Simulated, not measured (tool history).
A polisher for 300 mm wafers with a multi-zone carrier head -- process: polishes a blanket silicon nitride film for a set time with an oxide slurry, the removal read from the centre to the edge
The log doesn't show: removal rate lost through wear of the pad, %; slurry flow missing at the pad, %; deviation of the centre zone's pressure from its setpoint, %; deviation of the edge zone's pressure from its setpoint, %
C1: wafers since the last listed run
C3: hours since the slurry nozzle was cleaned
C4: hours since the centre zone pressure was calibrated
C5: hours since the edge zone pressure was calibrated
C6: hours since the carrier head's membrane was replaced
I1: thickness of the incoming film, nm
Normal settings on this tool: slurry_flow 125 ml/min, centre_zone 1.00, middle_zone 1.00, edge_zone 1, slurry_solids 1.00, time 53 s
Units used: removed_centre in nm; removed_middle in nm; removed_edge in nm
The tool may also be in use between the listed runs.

Run 1, day 0.000: usual settings; C1 0; wafers polished on this pad 644; C3 312.2; C4 480.0; C5 645.2; C6 243.3; I1 364.1. Result: removed_centre 39.0 nm, removed_middle 39.7 nm, removed_edge 41.4 nm.
Run 2, day 2.108: usual settings; C1 348; wafers polished on this pad 992; C3 362.8; C4 530.6; C5 695.8; C6 293.9; I1 358.4. Result: removed_centre 38.6 nm, removed_middle 39.3 nm, removed_edge 41.2 nm.
At day 2.492: edge zone pressure recalibrated.
Run 3, day 3.838: usual settings; C1 271; wafers polished on this pad 1264; C3 404.3; C4 572.1; C5 32.3; C6 335.4; I1 365.0. Result: removed_centre 38.0 nm, removed_middle 39.5 nm, removed_edge 41.6 nm.
Run 4, day 8.246: usual settings; C1 728; wafers polished on this pad 1993; C3 510.1; C4 677.9; C5 138.1; C6 441.2; I1 361.1. Result: removed_centre 36.0 nm, removed_middle 37.6 nm, removed_edge 39.2 nm.
At day 8.562: carrier head's membrane replaced by a new one.
At day 9.483: slurry nozzle cleaned.
At day 9.546: worn pad replaced by a new one.
Run 5, day 9.792: usual settings; C1 203; wafers polished on this pad 40; C3 7.4; C4 715.0; C5 175.2; C6 29.5; I1 361.6. Result: removed_centre 42.7 nm, removed_middle 42.9 nm, removed_edge 42.5 nm.
Run 6, day 14.271: usual settings; C1 740; wafers polished on this pad 780; C3 114.9; C4 822.5; C5 282.7; C6 137.0; I1 367.3. Result: removed_centre 40.7 nm, removed_middle 41.0 nm, removed_edge 42.6 nm.
Run 7, day 17.733: usual settings; C1 572; wafers polished on this pad 1352; C3 198.0; C4 905.6; C5 365.8; C6 220.1; I1 359.6. Result: removed_centre 38.8 nm, removed_middle 39.5 nm, removed_edge 40.4 nm.
Run 8, day 19.971: usual settings; C1 369; wafers polished on this pad 1722; C3 251.7; C4 959.3; C5 419.5; C6 273.8; I1 362.3. Result: removed_centre 37.8 nm, removed_middle 38.6 nm, removed_edge 39.6 nm.
Run 9, day 24.408: usual settings; C1 733; wafers polished on this pad 2455; C3 358.2; C4 1065.8; C5 526.0; C6 380.3; I1 354.3. Result: removed_centre 35.2 nm, removed_middle 36.3 nm, removed_edge 38.3 nm.
At day 26.292: worn pad replaced by a new one.
At day 26.596: slurry nozzle cleaned.
Run 10, day 28.225: usual settings; C1 596; wafers polished on this pad 312; C3 39.1; C4 1157.4; C5 617.6; C6 471.9; I1 359.6. Result: removed_centre 41.4 nm, removed_middle 41.9 nm, removed_edge 42.4 nm.
At day 28.883: carrier head's membrane replaced by a new one.
At day 29.442: edge zone pressure recalibrated.
Run 11, day 31.138: usual settings but slurry_flow 115 ml/min; C1 433; wafers polished on this pad 745; C3 109.0; C4 1227.3; C5 40.7; C6 54.1; I1 361.1. Result: removed_centre 39.3 nm, removed_middle 40.0 nm, removed_edge 40.0 nm.
Run 12, day 34.617: usual settings but slurry_flow 160 ml/min, centre_zone 1.09, slurry_solids 0.75; C1 574; wafers polished on this pad 1320; C3 192.5; C4 1310.8; C5 124.2; C6 137.6; I1 359.8. Result: removed_centre 35.5 nm, removed_middle 34.0 nm, removed_edge 33.3 nm.
Run 13, day 38.725: usual settings but time 67 s; C1 678; wafers polished on this pad 1998; C3 291.1; C4 1409.4; C5 222.8; C6 236.2; I1 364.1. Result: removed_centre 46.5 nm, removed_middle 47.3 nm, removed_edge 49.8 nm.
At day 39.525: worn pad replaced by a new one.
At day 43.004: centre zone pressure recalibrated.
Run 14, day 43.025: usual settings; C1 669; wafers polished on this pad 564; C3 394.3; C4 0.5; C5 326.0; C6 339.4; I1 354.5. Result: removed_centre 37.2 nm, removed_middle 39.0 nm, removed_edge 40.3 nm.
Run 15, day 45.458: usual settings but slurry_flow 140 ml/min; C1 402; wafers polished on this pad 966; C3 452.7; C4 58.9; C5 384.4; C6 397.8; I1 362.6. Result: removed_centre 38.9 nm, removed_middle 39.8 nm, removed_edge 40.5 nm.
At day 48.104: slurry nozzle cleaned.
Run 16, day 49.338: usual settings but slurry_flow 115 ml/min, centre_zone 0.88, slurry_solids 0.90; C1 634; wafers polished on this pad 1600; C3 29.6; C4 152.0; C5 477.5; C6 490.9; I1 358.4. Result: removed_centre 31.9 nm, removed_middle 36.8 nm, removed_edge 37.7 nm.

What does the tool deliver on the next run?
At day 51.621: carrier head's membrane replaced by a new one.
Run 17, day 53.062: usual settings but middle_zone 1.06, time 41 s; C1 581; wafers polished on this pad 2181; C3 119.0; C4 241.4; C5 566.9; C6 34.6; I1 361.5. Result: removed_centre ?, removed_middle ?, removed_edge ?.

removed_centre: 28.4 nm
removed_middle: 30.8 nm
removed_edge: 28.7 nm
If the tool had no hidden condition, the same run with the same run-to-run variation would have returned removed_centre 32.8 nm, removed_middle 35.4 nm, removed_edge 32.6 nm.

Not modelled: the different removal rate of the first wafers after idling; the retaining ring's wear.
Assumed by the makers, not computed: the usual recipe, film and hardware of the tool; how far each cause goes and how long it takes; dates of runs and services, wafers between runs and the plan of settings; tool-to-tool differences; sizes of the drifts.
